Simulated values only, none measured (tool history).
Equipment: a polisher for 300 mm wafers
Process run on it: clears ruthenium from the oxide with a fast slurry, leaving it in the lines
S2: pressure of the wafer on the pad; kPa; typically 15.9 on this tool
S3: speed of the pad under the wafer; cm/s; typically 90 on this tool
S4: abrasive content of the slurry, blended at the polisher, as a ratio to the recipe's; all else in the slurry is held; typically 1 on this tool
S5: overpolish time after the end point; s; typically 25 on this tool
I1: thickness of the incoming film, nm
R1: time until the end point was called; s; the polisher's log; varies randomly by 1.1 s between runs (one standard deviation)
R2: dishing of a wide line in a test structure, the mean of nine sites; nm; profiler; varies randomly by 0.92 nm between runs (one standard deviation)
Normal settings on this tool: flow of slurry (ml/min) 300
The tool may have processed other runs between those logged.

{"run": 1, "day": 0.0, "flow of slurry (ml/min)": 300, "S2": 13.1, "S3": 110, "S4": 1, "S5": 25, "I1": 192.5, "R1": 75.4, "R2": 39.1}
{"run": 2, "day": 0.5, "flow of slurry (ml/min)": 300, "S2": 13.1, "S3": 110, "S4": 1, "S5": 25, "I1": 190.8, "R1": 75.7, "R2": 40.8}
{"run": 3, "day": 0.758, "flow of slurry (ml/min)": 300, "S2": 13.1, "S3": 110, "S4": 1, "S5": 25, "I1": 192.9, "R1": 79.6, "R2": 38}
{"day": 1.188, "done": "worn pad replaced by a new one"}
{"run": 4, "day": 1.338, "flow of slurry (ml/min)": 300, "S2": 15.9, "S3": 90, "S4": 1, "S5": 25, "I1": 189.3, "R1": 62.9, "R2": 44.3}
{"run": 5, "day": 1.858, "flow of slurry (ml/min)": 300, "S2": 15.9, "S3": 90, "S4": 1, "S5": 25, "I1": 189.6, "R1": 63.5, "R2": 43.9}
{"run": 6, "day": 2.567, "flow of slurry (ml/min)": 300, "S2": 15.9, "S3": 96, "S4": 1, "S5": 25, "I1": 191.6, "R1": 60.6, "R2": 44.2}
{"run": 7, "day": 3.758, "flow of slurry (ml/min)": 300, "S2": 15.9, "S3": 96, "S4": 1, "S5": 25, "I1": 189.1, "R1": 63.8, "R2": 44.5}
{"day": 4.292, "done": "head pressure recalibrated"}
{"run": 8, "day": 4.312, "flow of slurry (ml/min)": 300, "S2": 15.9, "S3": 96, "S4": 1, "S5": 25, "I1": 192.7, "R1": 65.7, "R2": 43.8}
{"run": 9, "day": 4.733, "flow of slurry (ml/min)": 365, "S2": 15.9, "S3": 90, "S4": 0.85, "S5": 38, "I1": 192.2, "R1": 72.6, "R2": 52.1}
{"run": 10, "day": 5.162, "flow of slurry (ml/min)": 300, "S2": 15.9, "S3": 90, "S4": 1.25, "S5": 25, "I1": 186.7, "R1": 64, "R2": 43}
{"run": 11, "day": 5.417, "flow of slurry (ml/min)": 270, "S2": 15.9, "S3": 90, "S4": 1, "S5": 25, "I1": 189.5, "R1": 71.3, "R2": 40}
{"run": 12, "day": 5.779, "flow of slurry (ml/min)": 350, "S2": 15.9, "S3": 90, "S4": 1, "S5": 34, "I1": 189.5, "R1": 72.6, "R2": 50}
{"day": 6.25, "done": "worn pad replaced by a new one"}
{"run": 13, "day": 6.271, "flow of slurry (ml/min)": 300, "S2": 19.3, "S3": 90, "S4": 1, "S5": 18, "I1": 190.5, "R1": 52.1, "R2": 40.6}

What will run 14 give?
{"day": 6.546, "done": "slurry nozzle cleaned"}
{"run": 14, "day": 6.683, "flow of slurry (ml/min)": 300, "S2": 15.9, "S3": 90, "S4": 1, "S5": 25, "I1": 191.1, "R1": "?", "R2": "?"}

R1: 65.1 s
R2: 43.3 nm
If the tool had no hidden condition, the same run with the same run-to-run variation would have returned R1 64.7 s, R2 43.4 nm.

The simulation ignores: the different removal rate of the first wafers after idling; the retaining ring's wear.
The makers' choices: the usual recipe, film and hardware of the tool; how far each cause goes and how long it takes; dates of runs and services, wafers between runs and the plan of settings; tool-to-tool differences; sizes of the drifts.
